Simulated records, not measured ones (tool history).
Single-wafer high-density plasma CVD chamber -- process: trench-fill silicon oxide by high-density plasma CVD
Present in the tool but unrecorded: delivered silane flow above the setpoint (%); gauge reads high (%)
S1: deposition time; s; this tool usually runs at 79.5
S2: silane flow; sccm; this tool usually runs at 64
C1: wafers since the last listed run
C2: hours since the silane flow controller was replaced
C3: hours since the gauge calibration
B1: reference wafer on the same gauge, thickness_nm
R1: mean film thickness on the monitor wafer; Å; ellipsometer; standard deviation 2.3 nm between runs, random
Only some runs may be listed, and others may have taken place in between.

run      day    S1  S2    C1      C2      C3       B1       R1
  1        0  79.5  64     0   136.7  1506.6  493.065  5377.69
  2    2.979  79.5  64   860   208.2  1578.1  493.514  5457.43
  3      5.4  79.5  64   699   266.3  1636.2  492.859  5406.68
  4     9.75  79.5  64  1256   370.7  1740.6  492.963   5410.9
  5   13.838  79.5  64  1180   468.8  1838.7  493.054  5433.46
  6   16.558  79.5  64   785   534.1    1904  493.671  5483.49
  7   19.612  79.5  64   882   607.4  1977.3  493.002  5425.56
  8   31.588  79.5  64  3459   894.8  2264.7  492.987  5513.53
  9   35.988  79.5  64  1271  1000.4  2370.3  492.527  5475.36
 10   38.367  72.7  64   687  1057.5  2427.4  493.193  5019.43
 11   42.233  72.7  64  1116  1150.3  2520.2  493.361  5012.71
 12   46.217  74.1  64  1150  1245.9  2615.8  493.084  5190.83
 13   47.792  68.6  64   454  1283.7  2653.6  492.266  4801.98
 14   53.958  68.6  64  1781  1431.7  2801.6  492.734  4784.33
 15   58.412  79.5  60  1286  1538.6  2908.5  493.099  5242.55
 16     62.5  79.5  60  1180  1636.7  3006.6  493.497  5236.79
 17   66.354  79.5  64  1113  1729.2  3099.1  493.123  5644.35
 18   70.446  79.5  64  1181  1827.4  3197.3  492.877  5633.26
 19   72.488  79.5  64   589  1876.4  3246.3  492.831  5639.27
 20       74  79.5  64   436  1912.7  3282.6   492.71  5625.22
 21   75.633  79.5  64   471  1951.9  3321.8  492.521  5644.57
 22   79.654  79.5  73  1161  2048.4  3418.3  493.238     6473
 23   82.488  69.5  69   818  2116.4  3486.3   493.04  5342.61
 24   86.767  71.6  58  1236  2219.1    3589  493.115  4655.35
      88.467  -- silane flow controller replaced
 25   90.112  79.5  64   870    39.5  3669.3  492.912  5394.76
 26   94.033  70.2  56  1132   133.6  3763.4  492.735  4164.64
 27   97.342  74.1  64   955     213  3842.8  492.968  5088.43
        99.3  -- gauge calibrated
 28  100.071  71.7  72   788   278.5    18.5  493.023  5514.17
 29  104.092  90.7  71  1161     375     115  492.836  6935.77
 30  107.325  66.1  59   933   452.6   192.6  493.019   4219.7
 31  111.604  79.5  64  1236   555.3   295.3  492.977   5497.2

Run 32 comes next. What will it give?
 32  114.496  79.5  64  835  624.7  364.7   ?   ?

{"run 32": {"B1": 492.498, "R1": 5508.87}}
Were there no unlogged condition in the tool, this run, its random variation unchanged, would have produced R1 5355.31 Å.
